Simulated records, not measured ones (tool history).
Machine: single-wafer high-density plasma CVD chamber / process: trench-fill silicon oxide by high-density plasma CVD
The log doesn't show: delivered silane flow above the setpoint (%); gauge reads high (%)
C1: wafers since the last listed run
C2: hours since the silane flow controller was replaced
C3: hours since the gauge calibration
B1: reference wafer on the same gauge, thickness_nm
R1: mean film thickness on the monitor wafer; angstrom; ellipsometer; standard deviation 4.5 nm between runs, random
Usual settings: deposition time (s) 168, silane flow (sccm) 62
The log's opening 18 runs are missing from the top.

run 19 day=62.521 | deposition_time_(s)=146 silane_flow_(sccm)=62 | C1=544 C2=825.6 C3=112.7 | B1=928.385 | R1=8998.07
run 20 day=66.533 | deposition_time_(s)=146 silane_flow_(sccm)=62 | C1=650 C2=921.9 C3=209.0 | B1=928.850 | R1=9003.93
run 21 day=69.558 | deposition_time_(s)=180 silane_flow_(sccm)=67 | C1=490 C2=994.5 C3=281.6 | B1=930.762 | R1=11701.54
run 22 day=82.921 | deposition_time_(s)=195 silane_flow_(sccm)=53 | C1=2164 C2=1315.2 C3=602.3 | B1=928.940 | R1=10738.33
run 23 day=85.067 | deposition_time_(s)=200 silane_flow_(sccm)=62 | C1=347 C2=1366.7 C3=653.8 | B1=929.227 | R1=12513.78
run 24 day=88.621 | deposition_time_(s)=194 silane_flow_(sccm)=74 | C1=575 C2=1452.0 C3=739.1 | B1=929.175 | R1=14066.59
run 25 day=93.108 | deposition_time_(s)=135 silane_flow_(sccm)=58 | C1=727 C2=1559.7 C3=846.8 | B1=931.557 | R1=8022.03
run 26 day=96.017 | deposition_time_(s)=149 silane_flow_(sccm)=66 | C1=471 C2=1629.5 C3=916.6 | B1=931.193 | R1=9804.91
run 27 day=99.133 | deposition_time_(s)=143 silane_flow_(sccm)=67 | C1=504 C2=1704.3 C3=991.4 | B1=929.932 | R1=9579.65
run 28 day=102.192 | deposition_time_(s)=168 silane_flow_(sccm)=62 | C1=495 C2=1777.7 C3=1064.8 | B1=931.051 | R1=10637.88
-- day=102.779 silane flow controller replaced
run 29 day=104.838 | deposition_time_(s)=151 silane_flow_(sccm)=58 | C1=374 C2=49.4 C3=1128.3 | B1=930.340 | R1=8751.67
run 30 day=109.150 | deposition_time_(s)=182 silane_flow_(sccm)=54 | C1=698 C2=152.9 C3=1231.8 | B1=929.469 | R1=10008.25
run 31 day=111.879 | deposition_time_(s)=168 silane_flow_(sccm)=62 | C1=442 C2=218.4 C3=1297.3 | B1=929.007 | R1=10281.68
run 32 day=115.004 | deposition_time_(s)=178 silane_flow_(sccm)=58 | C1=506 C2=293.4 C3=1372.3 | B1=930.333 | R1=10377.49
run 33 day=118.021 | deposition_time_(s)=178 silane_flow_(sccm)=58 | C1=488 C2=365.8 C3=1444.7 | B1=930.132 | R1=10365.87
run 34 day=120.171 | deposition_time_(s)=201 silane_flow_(sccm)=69 | C1=348 C2=417.4 C3=1496.3 | B1=931.823 | R1=13402.96
run 35 day=123.725 | deposition_time_(s)=168 silane_flow_(sccm)=62 | C1=575 C2=502.7 C3=1581.6 | B1=928.248 | R1=10390.22
run 36 day=126.138 | deposition_time_(s)=145 silane_flow_(sccm)=68 | C1=390 C2=560.6 C3=1639.5 | B1=929.375 | R1=9512.39
run 37 day=130.442 | deposition_time_(s)=168 silane_flow_(sccm)=62 | C1=697 C2=663.9 C3=1742.8 | B1=931.431 | R1=10328.99
run 38 day=133.912 | deposition_time_(s)=182 silane_flow_(sccm)=70 | C1=562 C2=747.2 C3=1826.1 | B1=931.783 | R1=12372.52
run 39 day=137.108 | deposition_time_(s)=192 silane_flow_(sccm)=69 | C1=517 C2=823.9 C3=1902.8 | B1=929.665 | R1=12828.54
run 40 day=141.150 | deposition_time_(s)=168 silane_flow_(sccm)=62 | C1=654 C2=920.9 C3=1999.8 | B1=930.490 | R1=10378.52
run 41 day=145.333 | deposition_time_(s)=168 silane_flow_(sccm)=62 | C1=677 C2=1021.3 C3=2100.2 | B1=929.547 | R1=10360.70
run 42 day=147.738 | deposition_time_(s)=155 silane_flow_(sccm)=57 | C1=389 C2=1079.0 C3=2157.9 | B1=930.015 | R1=9047.24
run 43 day=149.946 | deposition_time_(s)=168 silane_flow_(sccm)=62 | C1=357 C2=1132.0 C3=2210.9 | B1=931.274 | R1=10547.87

3 ways to go on from here, each from the tool as it stands after run 43. What would each give?
run A day=149.962 | deposition_time_(s)=168 silane_flow_(sccm)=62 | C1=2 C2=1132.4 C3=2211.3 | B1=? | R1=?
run B day=149.962 | deposition_time_(s)=185 silane_flow_(sccm)=62 | C1=2 C2=1132.4 C3=2211.3 | B1=? | R1=?
run C day=149.962 | deposition_time_(s)=141 silane_flow_(sccm)=71 | C1=2 C2=1132.4 C3=2211.3 | B1=? | R1=?

run=A B1=930.127 R1=10474.27
run=B B1=930.127 R1=11534.16
run=C B1=930.127 R1=9765.87
What these runs would have given with no unlogged condition in the tool:
run=A R1=10258.35
run=B R1=11296.40
run=C R1=9564.56
